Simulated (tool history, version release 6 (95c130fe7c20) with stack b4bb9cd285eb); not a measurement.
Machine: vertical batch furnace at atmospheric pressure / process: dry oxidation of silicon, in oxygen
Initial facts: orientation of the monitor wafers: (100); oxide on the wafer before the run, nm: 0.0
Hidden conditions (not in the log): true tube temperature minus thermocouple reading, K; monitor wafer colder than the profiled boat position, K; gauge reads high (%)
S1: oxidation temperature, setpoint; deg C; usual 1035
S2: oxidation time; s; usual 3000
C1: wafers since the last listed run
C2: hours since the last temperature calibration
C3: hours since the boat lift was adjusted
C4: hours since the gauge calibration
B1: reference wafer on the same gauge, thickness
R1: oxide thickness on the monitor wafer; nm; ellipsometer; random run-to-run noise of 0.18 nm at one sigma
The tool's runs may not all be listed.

run,hour,S1,S2,C1,C2,C3,C4,B1,R1
1,0.0,1035,3000,0,2136.1,2182.4,61.3,64.30,58.45
2,62.0,1035,3000,969,2198.1,2244.4,123.3,64.36,58.41
3,130.5,1035,3000,1071,2266.6,2312.9,191.8,64.36,58.34
4,176.1,1035,1830,713,2312.2,2358.5,237.4,64.31,43.31
5,204.4,1035,1830,442,2340.5,2386.8,265.7,64.28,43.01
6,259.8,1035,1830,866,2395.9,2442.2,321.1,64.26,43.00
7,289.1,1046,3000,458,2425.2,2471.5,350.4,64.31,63.66
8,360.8,1046,3000,1121,2496.9,2543.2,422.1,64.30,64.08
9,424.2,1035,3000,991,2560.3,2606.6,485.5,64.28,58.00
10,467.8,1035,3000,682,2603.9,2650.2,529.1,64.36,57.93
11,516.5,1021,1530,761,2652.6,2698.9,577.8,64.28,34.22
# hour 535.4: gauge calibrated
12,579.2,1044,2490,980,2715.3,2761.6,43.8,64.27,55.95
13,638.1,1016,2610,921,2774.2,2820.5,102.7,64.32,44.51
14,684.7,1060,3000,728,2820.8,2867.1,149.3,64.33,71.39
# hour 777.1: thermocouples replaced and temperature profile calibrated
# hour 791.8: boat lift adjusted
15,792.3,1027,1710,1078,15.2,0.5,256.9,64.30,39.33
16,805.0,1017,3000,198,27.9,13.2,269.6,64.34,50.39
17,873.5,1035,3000,1071,96.4,81.7,338.1,64.33,59.09
18,934.9,1059,3000,960,157.8,143.1,399.5,64.29,72.58
19,976.1,1035,3000,644,199.0,184.3,440.7,64.29,59.24
20,1032.6,1053,1620,883,255.5,240.8,497.2,64.30,47.25

Branching from run 20: 5 alternative next runs. What would each branch give?
A,1037.5,1035,3000,76,260.4,245.7,502.1,?,?
B,1037.5,1035,4260,76,260.4,245.7,502.1,?,?
C,1037.5,1035,4140,76,260.4,245.7,502.1,?,?
D,1037.5,1011,3000,76,260.4,245.7,502.1,?,?
E,1037.5,1055,3000,76,260.4,245.7,502.1,?,?

run,B1,R1
A,64.31,59.56
B,64.31,74.71
C,64.31,73.32
D,64.31,47.88
E,64.31,70.67
With the hidden condition removed and each run's random variation left untouched, the same runs would have given:
run,R1
A,59.67
B,74.85
C,73.46
D,47.97
E,70.79
